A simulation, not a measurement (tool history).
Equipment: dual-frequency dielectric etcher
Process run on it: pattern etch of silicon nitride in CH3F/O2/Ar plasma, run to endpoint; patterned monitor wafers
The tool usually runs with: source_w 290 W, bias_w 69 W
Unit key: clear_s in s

run	hour	source_w	bias_w	wafers since the last listed run	hours since the last wet clean	hours since the last source power generator calibration	hours since the last bias power generator calibration	hours since the last upper electrode change	incoming incoming film thickness, nm	clear_s
1	0	290	69	0	575	1195.5	1874.1	1727.7	55.8	87.5
2	38.6	260	69	292	613.6	1234.1	1912.7	1766.3	55.1	89.7
# hour 77.5: wet clean of the chamber
3	83.7	260	69	159	6.2	1279.2	1957.8	1811.4	56.2	93.1
4	176.5	290	69	703	99	1372	2050.6	1904.2	55.7	88.1
5	229.6	290	69	402	152.1	1425.1	2103.7	1957.3	55.8	88.4
6	310.5	290	69	613	233	1506	2184.6	2038.2	55.8	88
7	367.7	290	64	433	290.2	1563.2	2241.8	2095.4	55.4	89.5
8	420.4	290	64	399	342.9	1615.9	2294.5	2148.1	55.6	88.9
# hour 481.6: source power generator calibrated
9	563.9	250	84	1057	486.4	82.3	2438	2291.6	55.8	87.9
# hour 713.9: wet clean of the chamber
10	754.8	290	69	1265	40.9	273.2	2628.9	2482.5	56	90.3
# hour 797.7: bias power generator calibrated
11	808.9	350	82	379	95	327.3	11.2	2536.6	55.1	77.4
# hour 857.7: upper electrode replaced
12	864.8	230	77	241	150.9	383.2	67.1	7.1	56	94.8
13	922.1	290	85	434	208.2	440.5	124.4	64.4	55.2	82.3
14	966.4	290	69	335	252.5	484.8	168.7	108.7	55.3	87.9
15	1124.9	290	69	1201	411	643.3	327.2	267.2	56.3	89
16	1223.2	340	64	745	509.3	741.6	425.5	365.5	55.5	83.9
# hour 1310.3: wet clean of the chamber
17	1310.8	340	75	482	0.5	829.2	513.1	453.1	54.9	80.6

4 options for the next run, each taken on its own from the tool as it stands now. Forecast them:
A	1311.2	270	69	3	0.9	829.6	513.5	453.5	55.9	?
B	1311.2	240	75	3	0.9	829.6	513.5	453.5	55.9	?
C	1311.2	290	77	3	0.9	829.6	513.5	453.5	55.9	?
D	1311.2	290	52	3	0.9	829.6	513.5	453.5	55.9	?

run	clear_s
A	92.6
B	94.4
C	86.8
D	98.2
With the hidden condition removed and each run's random variation left untouched, the same runs would have given:
run	clear_s
A	93.5
B	95.3
C	87.6
D	99.2
